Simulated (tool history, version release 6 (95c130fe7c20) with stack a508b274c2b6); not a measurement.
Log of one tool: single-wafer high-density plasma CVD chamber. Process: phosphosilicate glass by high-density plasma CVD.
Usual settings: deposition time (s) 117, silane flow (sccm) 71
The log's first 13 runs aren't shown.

| run | day | deposition time (s) | silane flow (sccm) | read-back reference wafer on the same gauge, thickness_nm | mean film thickness on the monitor wafer (Å) |
|---|---|---|---|---|---|
| 14 | 6.083 | 117 | 71 | 850.105 | 9088.90 |
| 15 | 6.617 | 117 | 71 | 849.985 | 9075.78 |
| 16 | 7.271 | 99 | 62 | 850.101 | 6917.97 |
| 17 | 7.579 | 102 | 76 | 849.939 | 8317.85 |
| 18 | 8.325 | 133 | 84 | 849.774 | 11758.40 |
| 19 | 8.796 | 110 | 76 | 849.804 | 8983.06 |
| 20 | 9.742 | 101 | 71 | 850.015 | 7801.14 |
| 21 | 10.333 | 117 | 64 | 850.425 | 8356.86 |
|  | 10.404 | gauge calibrated |
| 22 | 10.792 | 134 | 71 | 849.950 | 10371.83 |
| 23 | 11.179 | 97 | 57 | 850.037 | 6348.73 |
|  | 11.588 | silane flow controller replaced |
| 24 | 11.758 | 117 | 71 | 850.053 | 8690.72 |
| 25 | 12.133 | 111 | 61 | 850.419 | 7369.82 |
| 26 | 12.721 | 104 | 71 | 849.884 | 7724.49 |
| 27 | 13.071 | 139 | 58 | 850.050 | 8892.04 |
| 28 | 13.588 | 129 | 78 | 849.575 | 10333.12 |
| 29 | 14.112 | 117 | 71 | 850.131 | 8735.36 |
| 30 | 14.621 | 117 | 71 | 850.153 | 8722.97 |
| 31 | 15.325 | 100 | 63 | 850.119 | 6805.33 |

Forecast each of these 5 alternatives for the next run:
| A | 15.342 | 117 | 60 | ? | ? |
| B | 15.342 | 139 | 61 | ? | ? |
| C | 15.342 | 126 | 77 | ? | ? |
| D | 15.342 | 140 | 84 | ? | ? |
| E | 15.342 | 123 | 58 | ? | ? |

| run | read-back reference wafer on the same gauge, thickness_nm | mean film thickness on the monitor wafer (Å) |
|---|---|---|
| A | 850.214 | 7696.07 |
| B | 850.214 | 9256.32 |
| C | 850.214 | 10031.30 |
| D | 850.214 | 11943.44 |
| E | 850.214 | 7890.54 |
Without the tool's hidden state the same runs would have given:
| run | mean film thickness on the monitor wafer (Å) |
|---|---|
| A | 7599.00 |
| B | 9139.57 |
| C | 9904.78 |
| D | 11792.81 |
| E | 7791.02 |
